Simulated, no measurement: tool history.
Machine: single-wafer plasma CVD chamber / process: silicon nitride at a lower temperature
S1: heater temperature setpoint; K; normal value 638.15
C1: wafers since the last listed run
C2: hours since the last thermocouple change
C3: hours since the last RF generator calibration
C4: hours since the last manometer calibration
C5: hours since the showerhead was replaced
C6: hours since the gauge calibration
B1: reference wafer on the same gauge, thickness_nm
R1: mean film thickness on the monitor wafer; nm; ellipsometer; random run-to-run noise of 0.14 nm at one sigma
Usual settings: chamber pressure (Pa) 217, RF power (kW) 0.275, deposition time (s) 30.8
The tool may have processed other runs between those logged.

{"run": 1, "hour": 0.0, "S1": 638.15, "chamber pressure (Pa)": 217, "RF power (kW)": 0.245, "deposition time (s)": 32.6, "C1": 0, "C2": 7.8, "C3": 1316.5, "C4": 1002.2, "C5": 6762.7, "C6": 40.9, "B1": 26.05, "R1": 28.106}
{"run": 2, "hour": 24.1, "S1": 638.15, "chamber pressure (Pa)": 217, "RF power (kW)": 0.245, "deposition time (s)": 32.6, "C1": 403, "C2": 31.9, "C3": 1340.6, "C4": 1026.3, "C5": 6786.8, "C6": 65, "B1": 26.133, "R1": 28.038}
{"run": 3, "hour": 44.1, "S1": 638.15, "chamber pressure (Pa)": 217, "RF power (kW)": 0.245, "deposition time (s)": 32.6, "C1": 334, "C2": 51.9, "C3": 1360.6, "C4": 1046.3, "C5": 6806.8, "C6": 85, "B1": 26.122, "R1": 27.924}
{"run": 4, "hour": 56.5, "S1": 638.15, "chamber pressure (Pa)": 217, "RF power (kW)": 0.275, "deposition time (s)": 30.8, "C1": 207, "C2": 64.3, "C3": 1373, "C4": 1058.7, "C5": 6819.2, "C6": 97.4, "B1": 26.083, "R1": 29.801}
{"run": 5, "hour": 80.0, "S1": 638.15, "chamber pressure (Pa)": 217, "RF power (kW)": 0.275, "deposition time (s)": 26.4, "C1": 393, "C2": 87.8, "C3": 1396.5, "C4": 1082.2, "C5": 6842.7, "C6": 120.9, "B1": 26.096, "R1": 25.721}
{"run": 6, "hour": 113.0, "S1": 629.15, "chamber pressure (Pa)": 173, "RF power (kW)": 0.245, "deposition time (s)": 30.8, "C1": 552, "C2": 120.8, "C3": 1429.5, "C4": 1115.2, "C5": 6875.7, "C6": 153.9, "B1": 26.058, "R1": 24.353}
{"run": 7, "hour": 144.5, "S1": 638.15, "chamber pressure (Pa)": 165, "RF power (kW)": 0.275, "deposition time (s)": 30.8, "C1": 527, "C2": 152.3, "C3": 1461, "C4": 1146.7, "C5": 6907.2, "C6": 185.4, "B1": 26.15, "R1": 26.876}
{"hour": 168.1, "done": "capacitance manometer re-zeroed and calibrated"}
{"run": 8, "hour": 168.6, "S1": 650.15, "chamber pressure (Pa)": 181, "RF power (kW)": 0.275, "deposition time (s)": 33.3, "C1": 269, "C2": 176.4, "C3": 1485.1, "C4": 0.5, "C5": 6931.3, "C6": 209.5, "B1": 26.058, "R1": 28.86}
{"run": 9, "hour": 190.3, "S1": 634.15, "chamber pressure (Pa)": 177, "RF power (kW)": 0.275, "deposition time (s)": 30.8, "C1": 363, "C2": 198.1, "C3": 1506.8, "C4": 22.2, "C5": 6953, "C6": 231.2, "B1": 26.139, "R1": 27.103}
{"hour": 202.7, "done": "RF generator calibrated"}
{"run": 10, "hour": 222.7, "S1": 638.15, "chamber pressure (Pa)": 217, "RF power (kW)": 0.325, "deposition time (s)": 30.8, "C1": 408, "C2": 230.5, "C3": 20, "C4": 54.6, "C5": 6985.4, "C6": 263.6, "B1": 26.13, "R1": 35.287}
{"run": 11, "hour": 237.0, "S1": 638.15, "chamber pressure (Pa)": 217, "RF power (kW)": 0.275, "deposition time (s)": 29, "C1": 239, "C2": 244.8, "C3": 34.3, "C4": 68.9, "C5": 6999.7, "C6": 277.9, "B1": 26.103, "R1": 28.342}
{"run": 12, "hour": 305.7, "S1": 638.15, "chamber pressure (Pa)": 176, "RF power (kW)": 0.315, "deposition time (s)": 27.7, "C1": 1150, "C2": 313.5, "C3": 103, "C4": 137.6, "C5": 7068.4, "C6": 346.6, "B1": 26.12, "R1": 28.408}
{"run": 13, "hour": 324.4, "S1": 650.15, "chamber pressure (Pa)": 184, "RF power (kW)": 0.275, "deposition time (s)": 27.4, "C1": 313, "C2": 332.2, "C3": 121.7, "C4": 156.3, "C5": 7087.1, "C6": 365.3, "B1": 26.128, "R1": 25.102}
{"run": 14, "hour": 340.3, "S1": 638.15, "chamber pressure (Pa)": 217, "RF power (kW)": 0.275, "deposition time (s)": 30.8, "C1": 266, "C2": 348.1, "C3": 137.6, "C4": 172.2, "C5": 7103, "C6": 381.2, "B1": 26.031, "R1": 30.199}
{"run": 15, "hour": 360.5, "S1": 638.15, "chamber pressure (Pa)": 257, "RF power (kW)": 0.275, "deposition time (s)": 30.8, "C1": 338, "C2": 368.3, "C3": 157.8, "C4": 192.4, "C5": 7123.2, "C6": 401.4, "B1": 26.097, "R1": 32.084}
{"hour": 374.0, "done": "showerhead replaced"}
{"run": 16, "hour": 376.5, "S1": 638.15, "chamber pressure (Pa)": 217, "RF power (kW)": 0.33, "deposition time (s)": 30.8, "C1": 133, "C2": 384.3, "C3": 173.8, "C4": 208.4, "C5": 2.5, "C6": 417.4, "B1": 26.091, "R1": 35.739}
{"run": 17, "hour": 390.4, "S1": 638.15, "chamber pressure (Pa)": 251, "RF power (kW)": 0.275, "deposition time (s)": 30.8, "C1": 232, "C2": 398.2, "C3": 187.7, "C4": 222.3, "C5": 16.4, "C6": 431.3, "B1": 26.14, "R1": 31.876}
{"run": 18, "hour": 404.8, "S1": 638.15, "chamber pressure (Pa)": 252, "RF power (kW)": 0.275, "deposition time (s)": 26.9, "C1": 241, "C2": 412.6, "C3": 202.1, "C4": 236.7, "C5": 30.8, "C6": 445.7, "B1": 26.091, "R1": 27.601}
{"run": 19, "hour": 420.7, "S1": 648.15, "chamber pressure (Pa)": 217, "RF power (kW)": 0.275, "deposition time (s)": 25.3, "C1": 266, "C2": 428.5, "C3": 218, "C4": 252.6, "C5": 46.7, "C6": 461.6, "B1": 26.09, "R1": 24.721}
{"run": 20, "hour": 444.8, "S1": 638.15, "chamber pressure (Pa)": 217, "RF power (kW)": 0.275, "deposition time (s)": 30.8, "C1": 403, "C2": 452.6, "C3": 242.1, "C4": 276.7, "C5": 70.8, "C6": 485.7, "B1": 26.1, "R1": 30.233}
{"run": 21, "hour": 457.5, "S1": 626.15, "chamber pressure (Pa)": 244, "RF power (kW)": 0.275, "deposition time (s)": 30.8, "C1": 212, "C2": 465.3, "C3": 254.8, "C4": 289.4, "C5": 83.5, "C6": 498.4, "B1": 26.152, "R1": 31.322}
{"run": 22, "hour": 486.2, "S1": 638.15, "chamber pressure (Pa)": 217, "RF power (kW)": 0.275, "deposition time (s)": 30.8, "C1": 480, "C2": 494, "C3": 283.5, "C4": 318.1, "C5": 112.2, "C6": 527.1, "B1": 26.105, "R1": 30.061}
{"run": 23, "hour": 500.7, "S1": 638.15, "chamber pressure (Pa)": 188, "RF power (kW)": 0.275, "deposition time (s)": 27.3, "C1": 242, "C2": 508.5, "C3": 298, "C4": 332.6, "C5": 126.7, "C6": 541.6, "B1": 26.091, "R1": 25.231}
{"run": 24, "hour": 529.2, "S1": 626.15, "chamber pressure (Pa)": 259, "RF power (kW)": 0.275, "deposition time (s)": 30.8, "C1": 477, "C2": 537, "C3": 326.5, "C4": 361.1, "C5": 155.2, "C6": 570.1, "B1": 26.065, "R1": 32.497}
{"run": 25, "hour": 560.7, "S1": 638.15, "chamber pressure (Pa)": 217, "RF power (kW)": 0.275, "deposition time (s)": 30.8, "C1": 527, "C2": 568.5, "C3": 358, "C4": 392.6, "C5": 186.7, "C6": 601.6, "B1": 26.112, "R1": 30.301}
{"run": 26, "hour": 576.2, "S1": 638.15, "chamber pressure (Pa)": 217, "RF power (kW)": 0.235, "deposition time (s)": 30.8, "C1": 259, "C2": 584, "C3": 373.5, "C4": 408.1, "C5": 202.2, "C6": 617.1, "B1": 26.124, "R1": 25.645}
{"run": 27, "hour": 598.4, "S1": 632.15, "chamber pressure (Pa)": 193, "RF power (kW)": 0.32, "deposition time (s)": 25.1, "C1": 371, "C2": 606.2, "C3": 395.7, "C4": 430.3, "C5": 224.4, "C6": 639.3, "B1": 26.097, "R1": 27.346}
{"run": 28, "hour": 611.8, "S1": 638.15, "chamber pressure (Pa)": 165, "RF power (kW)": 0.275, "deposition time (s)": 30.8, "C1": 224, "C2": 619.6, "C3": 409.1, "C4": 443.7, "C5": 237.8, "C6": 652.7, "B1": 26.092, "R1": 27.329}
{"run": 29, "hour": 634.5, "S1": 638.15, "chamber pressure (Pa)": 180, "RF power (kW)": 0.295, "deposition time (s)": 30.8, "C1": 380, "C2": 642.3, "C3": 431.8, "C4": 466.4, "C5": 260.5, "C6": 675.4, "B1": 26.096, "R1": 30.162}

What if the next run were any one of these 3? Each begins from the tool's condition after run 29:
{"run": "A", "hour": 634.9, "S1": 638.15, "chamber pressure (Pa)": 217, "RF power (kW)": 0.275, "deposition time (s)": 30.8, "C1": 6, "C2": 642.7, "C3": 432.2, "C4": 466.8, "C5": 260.9, "C6": 675.8, "B1": "?", "R1": "?"}
{"run": "B", "hour": 634.9, "S1": 645.15, "chamber pressure (Pa)": 256, "RF power (kW)": 0.25, "deposition time (s)": 30.8, "C1": 6, "C2": 642.7, "C3": 432.2, "C4": 466.8, "C5": 260.9, "C6": 675.8, "B1": "?", "R1": "?"}
{"run": "C", "hour": 634.9, "S1": 638.15, "chamber pressure (Pa)": 269, "RF power (kW)": 0.275, "deposition time (s)": 30.8, "C1": 6, "C2": 642.7, "C3": 432.2, "C4": 466.8, "C5": 260.9, "C6": 675.8, "B1": "?", "R1": "?"}

run=A B1=26.116 R1=30.06
run=B B1=26.116 R1=28.777
run=C B1=26.116 R1=32.308
Had the tool no hidden state, the same runs would have come out as:
run=A R1=30.102
run=B R1=28.841
run=C R1=32.374
